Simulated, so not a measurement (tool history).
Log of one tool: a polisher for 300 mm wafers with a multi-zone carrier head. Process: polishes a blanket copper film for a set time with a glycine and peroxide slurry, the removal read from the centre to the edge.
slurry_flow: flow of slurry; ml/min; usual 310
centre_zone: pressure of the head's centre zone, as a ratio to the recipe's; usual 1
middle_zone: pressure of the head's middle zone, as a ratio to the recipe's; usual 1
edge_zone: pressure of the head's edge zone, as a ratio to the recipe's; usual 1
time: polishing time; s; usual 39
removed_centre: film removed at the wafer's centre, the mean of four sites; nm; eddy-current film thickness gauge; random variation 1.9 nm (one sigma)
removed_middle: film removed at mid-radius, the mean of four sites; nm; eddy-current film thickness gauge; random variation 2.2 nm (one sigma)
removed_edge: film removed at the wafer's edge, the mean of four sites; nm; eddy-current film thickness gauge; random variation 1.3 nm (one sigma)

| run | day | slurry_flow | centre_zone | middle_zone | edge_zone | time | wafers since the last listed run | wafers polished on this pad | hours since the slurry nozzle was cleaned | hours since the centre zone pressure was calibrated | hours since the edge zone pressure was calibrated | hours since the carrier head's membrane was replaced | incoming thickness of the incoming film, nm | removed_centre | removed_middle | removed_edge |
|---|---|---|---|---|---|---|---|---|---|---|---|---|---|---|---|---|
| 1 | 0 | 310 | 1 | 1 | 1 | 39 | 0 | 470 | 145 | 960.1 | 1064.5 | 609.4 | 1977.9 | 163.9 | 166.9 | 164 |
| 2 | 0.658 | 310 | 1 | 1 | 1 | 36 | 122 | 592 | 160.8 | 975.9 | 1080.3 | 625.2 | 1991.6 | 150 | 152.5 | 149.5 |
| 3 | 1.129 | 310 | 1 | 1 | 1 | 36 | 87 | 679 | 172.1 | 987.2 | 1091.6 | 636.5 | 1951.4 | 152.9 | 152 | 151.4 |
| 4 | 1.721 | 310 | 1 | 1 | 1 | 39 | 109 | 789 | 186.3 | 1001.4 | 1105.8 | 650.7 | 1954.7 | 164.9 | 164 | 161.5 |
| 5 | 2.388 | 310 | 1 | 1 | 1 | 39 | 123 | 912 | 202.3 | 1017.4 | 1121.8 | 666.7 | 1960.8 | 162.5 | 163.1 | 163.8 |
| 6 | 2.817 | 310 | 1 | 1 | 1 | 39 | 79 | 992 | 212.6 | 1027.7 | 1132.1 | 677 | 1985.5 | 158.1 | 160.2 | 165.8 |
| 7 | 3.183 | 310 | 1 | 1 | 1 | 39 | 68 | 1060 | 221.4 | 1036.5 | 1140.9 | 685.8 | 1953.7 | 165 | 162.6 | 163.4 |
| 8 | 3.633 | 255 | 1 | 1 | 1 | 39 | 83 | 1144 | 232.2 | 1047.3 | 1151.7 | 696.6 | 1952.6 | 159.3 | 160.6 | 161.1 |
| 9 | 4.338 | 310 | 1 | 1 | 1 | 46 | 130 | 1274 | 249.1 | 1064.2 | 1168.6 | 713.5 | 1964.7 | 190.3 | 190.4 | 192.3 |
|  | 6.104 | carrier head's membrane replaced by a new one |
| 10 | 6.125 | 310 | 1 | 1 | 1 | 46 | 292 | 1567 | 292 | 1107.1 | 1211.5 | 0.5 | 1933.4 | 191.1 | 187.1 | 191.6 |
|  | 6.512 | worn pad replaced by a new one |
| 11 | 7.942 | 310 | 1 | 1 | 1 | 39 | 306 | 265 | 335.6 | 1150.7 | 1255.1 | 44.1 | 1976.9 | 159.9 | 163.2 | 163.3 |
| 12 | 8.246 | 310 | 0.9 | 1 | 0.91 | 47 | 56 | 321 | 342.9 | 1158 | 1262.4 | 51.4 | 1945.9 | 180.5 | 189.7 | 188 |
| 13 | 8.967 | 310 | 1 | 1 | 1.11 | 39 | 133 | 455 | 360.2 | 1175.3 | 1279.7 | 68.7 | 1932.6 | 159.9 | 157.9 | 171.6 |
| 14 | 9.662 | 310 | 1 | 1 | 1 | 39 | 129 | 584 | 376.9 | 1192 | 1296.4 | 85.4 | 1936 | 164.7 | 162.6 | 164 |
|  | 9.867 | centre zone pressure recalibrated |
| 15 | 10.029 | 310 | 1 | 1 | 1 | 39 | 52 | 637 | 385.7 | 3.9 | 1305.2 | 94.2 | 1970.6 | 160.2 | 164.1 | 164.9 |
|  | 10.221 | slurry nozzle cleaned |
|  | 10.579 | edge zone pressure recalibrated |
| 16 | 10.671 | 215 | 0.93 | 1.06 | 1.11 | 39 | 95 | 732 | 10.8 | 19.3 | 2.2 | 109.6 | 1949.4 | 146.5 | 161.3 | 166.8 |
| 17 | 11.408 | 310 | 1.07 | 1 | 1 | 39 | 136 | 869 | 28.5 | 37 | 19.9 | 127.3 | 1949.4 | 175.4 | 163.7 | 166.5 |
| 18 | 11.975 | 400 | 1 | 1 | 1.08 | 50 | 105 | 974 | 42.1 | 50.6 | 33.5 | 140.9 | 1954.7 | 216 | 214.6 | 223.6 |
| 19 | 12.633 | 310 | 1.1 | 1 | 1 | 32 | 122 | 1097 | 57.9 | 66.4 | 49.3 | 156.7 | 1979.8 | 145.8 | 133.6 | 135.3 |
| 20 | 12.908 | 310 | 1 | 1 | 1 | 39 | 51 | 1148 | 64.5 | 73 | 55.9 | 163.3 | 1942.9 | 159.5 | 165.9 | 162.8 |
| 21 | 13.696 | 310 | 1 | 1 | 1 | 46 | 146 | 1294 | 83.4 | 91.9 | 74.8 | 182.2 | 1960.1 | 189.9 | 185.5 | 193.7 |
| 22 | 13.946 | 310 | 1 | 1 | 1 | 39 | 46 | 1340 | 89.4 | 97.9 | 80.8 | 188.2 | 1942.2 | 165 | 163.2 | 162.1 |
| 23 | 14.212 | 215 | 1 | 1 | 1 | 48 | 49 | 1389 | 95.8 | 104.3 | 87.2 | 194.6 | 1949.3 | 192.7 | 184.9 | 193.1 |

How the hidden state differs across the entries between the runs, from the last listed run before each to the first after it:
Between runs 9 and 10: carrier head's membrane replaced by a new one (day 6.104)
  no hidden state differs between the two runs
Between runs 10 and 11: worn pad replaced by a new one (day 6.512)
  no hidden state differs between the two runs
Between runs 14 and 15: centre zone pressure recalibrated (day 9.867)
  no hidden state differs between the two runs
Between runs 15 and 16: slurry nozzle cleaned (day 10.221); edge zone pressure recalibrated (day 10.579)
  no hidden state differs between the two runs

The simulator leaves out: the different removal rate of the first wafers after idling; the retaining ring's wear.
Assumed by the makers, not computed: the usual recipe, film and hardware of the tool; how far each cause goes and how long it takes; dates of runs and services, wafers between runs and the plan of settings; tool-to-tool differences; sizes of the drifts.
